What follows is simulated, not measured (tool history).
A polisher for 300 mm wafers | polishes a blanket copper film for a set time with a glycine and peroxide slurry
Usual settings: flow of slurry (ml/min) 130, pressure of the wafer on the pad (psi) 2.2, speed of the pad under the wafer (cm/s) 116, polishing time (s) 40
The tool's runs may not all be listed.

| run | hour | flow of slurry (ml/min) | pressure of the wafer on the pad (psi) | speed of the pad under the wafer (cm/s) | polishing time (s) | wafers since the last listed run | wafers polished on this pad | hours since the slurry nozzle was cleaned | hours since the head pressure was calibrated | incoming thickness of the incoming film, nm | film removed (Å) |
|---|---|---|---|---|---|---|---|---|---|---|---|
| 1 | 0.0 | 130 | 2.2 | 116 | 40 | 0 | 993 | 323.7 | 1040.7 | 1782.4 | 1481 |
| 2 | 14.1 | 130 | 2.2 | 116 | 40 | 186 | 1179 | 337.8 | 1054.8 | 1762.9 | 1431 |
|  | 20.6 | worn pad replaced by a new one |
| 3 | 25.9 | 130 | 2.2 | 116 | 40 | 103 | 69 | 349.6 | 1066.6 | 1754.3 | 1654 |
| 4 | 36.7 | 130 | 2.2 | 116 | 40 | 142 | 212 | 360.4 | 1077.4 | 1803.1 | 1611 |
| 5 | 82.3 | 130 | 2.2 | 116 | 40 | 603 | 816 | 406.0 | 1123.0 | 1761.8 | 1495 |
| 6 | 92.9 | 130 | 2.2 | 116 | 40 | 140 | 956 | 416.6 | 1133.6 | 1746.8 | 1515 |
| 7 | 103.7 | 130 | 2.2 | 116 | 29 | 142 | 1099 | 427.4 | 1144.4 | 1798.3 | 1072 |
| 8 | 119.7 | 130 | 2.2 | 116 | 40 | 211 | 1311 | 443.4 | 1160.4 | 1743.8 | 1456 |
| 9 | 134.6 | 130 | 2.2 | 116 | 40 | 197 | 1508 | 458.3 | 1175.3 | 1757.8 | 1406 |
|  | 138.6 | worn pad replaced by a new one |
| 10 | 149.9 | 130 | 2.2 | 116 | 40 | 149 | 149 | 473.6 | 1190.6 | 1745.5 | 1624 |
| 11 | 184.7 | 130 | 2.2 | 116 | 40 | 460 | 610 | 508.4 | 1225.4 | 1777.2 | 1576 |
| 12 | 196.7 | 105 | 2.2 | 116 | 40 | 158 | 768 | 520.4 | 1237.4 | 1771.7 | 1451 |
| 13 | 206.6 | 130 | 2.2 | 116 | 40 | 131 | 900 | 530.3 | 1247.3 | 1762.2 | 1513 |
| 14 | 216.3 | 130 | 2.2 | 116 | 40 | 128 | 1028 | 540.0 | 1257.0 | 1775.1 | 1483 |
| 15 | 229.9 | 130 | 2.2 | 116 | 40 | 180 | 1208 | 553.6 | 1270.6 | 1771.1 | 1479 |
| 16 | 241.1 | 130 | 2.2 | 116 | 40 | 148 | 1356 | 564.8 | 1281.8 | 1791.4 | 1396 |
|  | 253.0 | worn pad replaced by a new one |
| 17 | 257.6 | 130 | 2.2 | 116 | 40 | 165 | 60 | 581.3 | 1298.3 | 1810.7 | 1623 |
| 18 | 269.1 | 90 | 2.2 | 116 | 40 | 152 | 212 | 592.8 | 1309.8 | 1799.7 | 1526 |
| 19 | 286.8 | 130 | 1.6 | 96 | 40 | 234 | 447 | 610.5 | 1327.5 | 1791.2 | 1136 |
| 20 | 298.9 | 130 | 1.7 | 104 | 40 | 160 | 607 | 622.6 | 1339.6 | 1755.0 | 1188 |
|  | 302.1 | head pressure recalibrated |
| 21 | 310.1 | 130 | 2.2 | 116 | 40 | 121 | 729 | 633.8 | 8.0 | 1794.8 | 1539 |
|  | 312.6 | slurry nozzle cleaned |
| 22 | 337.0 | 130 | 2.0 | 128 | 44 | 342 | 1071 | 24.4 | 34.9 | 1809.2 | 1565 |
| 23 | 343.2 | 90 | 2.2 | 116 | 40 | 82 | 1154 | 30.6 | 41.1 | 1798.8 | 1397 |
| 24 | 352.4 | 155 | 1.9 | 116 | 36 | 121 | 1275 | 39.8 | 50.3 | 1806.7 | 1184 |
|  | 365.9 | worn pad replaced by a new one |
| 25 | 366.4 | 140 | 2.2 | 116 | 52 | 132 | 7 | 53.8 | 64.3 | 1795.6 | 2139 |
| 26 | 374.0 | 130 | 2.2 | 116 | 40 | 100 | 107 | 61.4 | 71.9 | 1754.4 | 1584 |
| 27 | 385.7 | 130 | 2.2 | 116 | 40 | 154 | 262 | 73.1 | 83.6 | 1779.8 | 1591 |
| 28 | 391.9 | 130 | 1.4 | 140 | 40 | 82 | 344 | 79.3 | 89.8 | 1786.9 | 1231 |
| 29 | 429.8 | 130 | 1.9 | 126 | 40 | 501 | 846 | 117.2 | 127.7 | 1785.1 | 1357 |
| 30 | 443.2 | 130 | 2.8 | 140 | 40 | 177 | 1023 | 130.6 | 141.1 | 1773.8 | 2028 |
|  | 484.7 | worn pad replaced by a new one |
| 31 | 485.2 | 130 | 2.2 | 116 | 40 | 503 | 6 | 172.6 | 183.1 | 1790.3 | 1659 |
| 32 | 496.4 | 130 | 1.8 | 146 | 40 | 148 | 155 | 183.8 | 194.3 | 1761.1 | 1588 |

Forecast run 33:
| 33 | 505.5 | 170 | 2.2 | 116 | 40 | 120 | 275 | 192.9 | 203.4 | 1775.8 | ? |

film removed (Å): 1676
Without the tool's hidden state the same run would have given film removed (Å) 1726.

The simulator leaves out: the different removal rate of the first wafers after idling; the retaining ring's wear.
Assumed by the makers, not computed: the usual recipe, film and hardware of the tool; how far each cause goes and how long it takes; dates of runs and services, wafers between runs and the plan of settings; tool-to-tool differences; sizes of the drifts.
